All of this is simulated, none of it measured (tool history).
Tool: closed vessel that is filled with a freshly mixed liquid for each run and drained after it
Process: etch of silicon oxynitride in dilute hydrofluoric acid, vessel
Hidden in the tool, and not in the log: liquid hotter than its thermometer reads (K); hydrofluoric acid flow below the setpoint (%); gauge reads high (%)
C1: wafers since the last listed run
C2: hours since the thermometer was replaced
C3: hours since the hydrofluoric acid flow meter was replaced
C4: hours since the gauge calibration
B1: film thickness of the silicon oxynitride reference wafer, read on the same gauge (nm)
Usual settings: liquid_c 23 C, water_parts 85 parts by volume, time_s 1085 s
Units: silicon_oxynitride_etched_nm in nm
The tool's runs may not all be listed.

{"run": 1, "hour": 0.0, "liquid_c": 22, "water_parts": 85, "time_s": 1085, "C1": 0, "C2": 1814.2, "C3": 793.5, "C4": 375.4, "B1": 100, "silicon_oxynitride_etched_nm": 44.49}
{"run": 2, "hour": 52.2, "liquid_c": 23, "water_parts": 85, "time_s": 1085, "C1": 2907, "C2": 1866.4, "C3": 845.7, "C4": 427.6, "B1": 99.99, "silicon_oxynitride_etched_nm": 46.41}
{"run": 3, "hour": 145.1, "liquid_c": 23, "water_parts": 85, "time_s": 1085, "C1": 5173, "C2": 1959.3, "C3": 938.6, "C4": 520.5, "B1": 100.01, "silicon_oxynitride_etched_nm": 46.45}
{"run": 4, "hour": 200.2, "liquid_c": 23, "water_parts": 85, "time_s": 1085, "C1": 3068, "C2": 2014.4, "C3": 993.7, "C4": 575.6, "B1": 99.98, "silicon_oxynitride_etched_nm": 46.29}
{"run": 5, "hour": 267.6, "liquid_c": 23, "water_parts": 85, "time_s": 1085, "C1": 3753, "C2": 2081.8, "C3": 1061.1, "C4": 643, "B1": 100.05, "silicon_oxynitride_etched_nm": 46.17}
{"run": 6, "hour": 366.2, "liquid_c": 23, "water_parts": 85, "time_s": 1085, "C1": 5491, "C2": 2180.4, "C3": 1159.7, "C4": 741.6, "B1": 99.98, "silicon_oxynitride_etched_nm": 46.39}
{"run": 7, "hour": 570.0, "liquid_c": 23, "water_parts": 110, "time_s": 1510, "C1": 11350, "C2": 2384.2, "C3": 1363.5, "C4": 945.4, "B1": 100.02, "silicon_oxynitride_etched_nm": 48.73}
{"run": 8, "hour": 662.0, "liquid_c": 23, "water_parts": 110, "time_s": 1510, "C1": 5123, "C2": 2476.2, "C3": 1455.5, "C4": 1037.4, "B1": 100, "silicon_oxynitride_etched_nm": 48.3}
{"run": 9, "hour": 728.5, "liquid_c": 23, "water_parts": 85, "time_s": 1085, "C1": 3703, "C2": 2542.7, "C3": 1522, "C4": 1103.9, "B1": 99.93, "silicon_oxynitride_etched_nm": 45.89}
{"hour": 790.6, "done": "thermometer replaced"}
{"run": 10, "hour": 815.8, "liquid_c": 27.5, "water_parts": 115, "time_s": 635, "C1": 4806, "C2": 25.2, "C3": 1609.3, "C4": 1191.2, "B1": 99.96, "silicon_oxynitride_etched_nm": 23.59}
{"run": 11, "hour": 861.8, "liquid_c": 26, "water_parts": 55, "time_s": 470, "C1": 2561, "C2": 71.2, "C3": 1655.3, "C4": 1237.2, "B1": 100.07, "silicon_oxynitride_etched_nm": 36.4}
{"hour": 920.1, "done": "hydrofluoric acid flow meter replaced"}
{"run": 12, "hour": 954.9, "liquid_c": 26, "water_parts": 55, "time_s": 470, "C1": 5129, "C2": 164.3, "C3": 34.8, "C4": 1330.3, "B1": 100.02, "silicon_oxynitride_etched_nm": 35.31}
{"run": 13, "hour": 1023.3, "liquid_c": 23, "water_parts": 85, "time_s": 1085, "C1": 3809, "C2": 232.7, "C3": 103.2, "C4": 1398.7, "B1": 99.99, "silicon_oxynitride_etched_nm": 45}
{"hour": 1068.4, "done": "gauge calibrated"}
{"run": 14, "hour": 1079.3, "liquid_c": 23, "water_parts": 110, "time_s": 1510, "C1": 3118, "C2": 288.7, "C3": 159.2, "C4": 10.9, "B1": 99.99, "silicon_oxynitride_etched_nm": 46.92}
{"run": 15, "hour": 1160.7, "liquid_c": 19.5, "water_parts": 120, "time_s": 480, "C1": 4533, "C2": 370.1, "C3": 240.6, "C4": 92.3, "B1": 99.99, "silicon_oxynitride_etched_nm": 11.51}
{"run": 16, "hour": 1216.4, "liquid_c": 23, "water_parts": 105, "time_s": 1555, "C1": 3102, "C2": 425.8, "C3": 296.3, "C4": 148, "B1": 99.96, "silicon_oxynitride_etched_nm": 51.13}
{"hour": 1227.1, "done": "hydrofluoric acid flow meter replaced, repeated, since the last time left the tool worse"}
{"run": 17, "hour": 1278.8, "liquid_c": 23, "water_parts": 85, "time_s": 1085, "C1": 3419, "C2": 488.2, "C3": 51.7, "C4": 210.4, "B1": 99.95, "silicon_oxynitride_etched_nm": 47.08}
{"run": 18, "hour": 1347.6, "liquid_c": 26.5, "water_parts": 60, "time_s": 1085, "C1": 3831, "C2": 557, "C3": 120.5, "C4": 279.2, "B1": 100, "silicon_oxynitride_etched_nm": 80.47}
{"run": 19, "hour": 1432.1, "liquid_c": 23, "water_parts": 105, "time_s": 1085, "C1": 4706, "C2": 641.5, "C3": 205, "C4": 363.7, "B1": 99.99, "silicon_oxynitride_etched_nm": 37.32}

Forecast each of these 3 alternatives for the next run:
{"run": "A", "hour": 1433.1, "liquid_c": 23, "water_parts": 85, "time_s": 910, "C1": 55, "C2": 642.5, "C3": 206, "C4": 364.7, "B1": "?", "silicon_oxynitride_etched_nm": "?"}
{"run": "B", "hour": 1433.1, "liquid_c": 23, "water_parts": 115, "time_s": 1340, "C1": 55, "C2": 642.5, "C3": 206, "C4": 364.7, "B1": "?", "silicon_oxynitride_etched_nm": "?"}
{"run": "C", "hour": 1433.1, "liquid_c": 20.5, "water_parts": 120, "time_s": 1480, "C1": 55, "C2": 642.5, "C3": 206, "C4": 364.7, "B1": "?", "silicon_oxynitride_etched_nm": "?"}

run=A B1=99.99 silicon_oxynitride_etched_nm=39.46
run=B B1=99.99 silicon_oxynitride_etched_nm=41.92
run=C B1=99.99 silicon_oxynitride_etched_nm=39.23
Without the tool's hidden state the same runs would have given:
run=A silicon_oxynitride_etched_nm=39.61
run=B silicon_oxynitride_etched_nm=42.09
run=C silicon_oxynitride_etched_nm=39.39

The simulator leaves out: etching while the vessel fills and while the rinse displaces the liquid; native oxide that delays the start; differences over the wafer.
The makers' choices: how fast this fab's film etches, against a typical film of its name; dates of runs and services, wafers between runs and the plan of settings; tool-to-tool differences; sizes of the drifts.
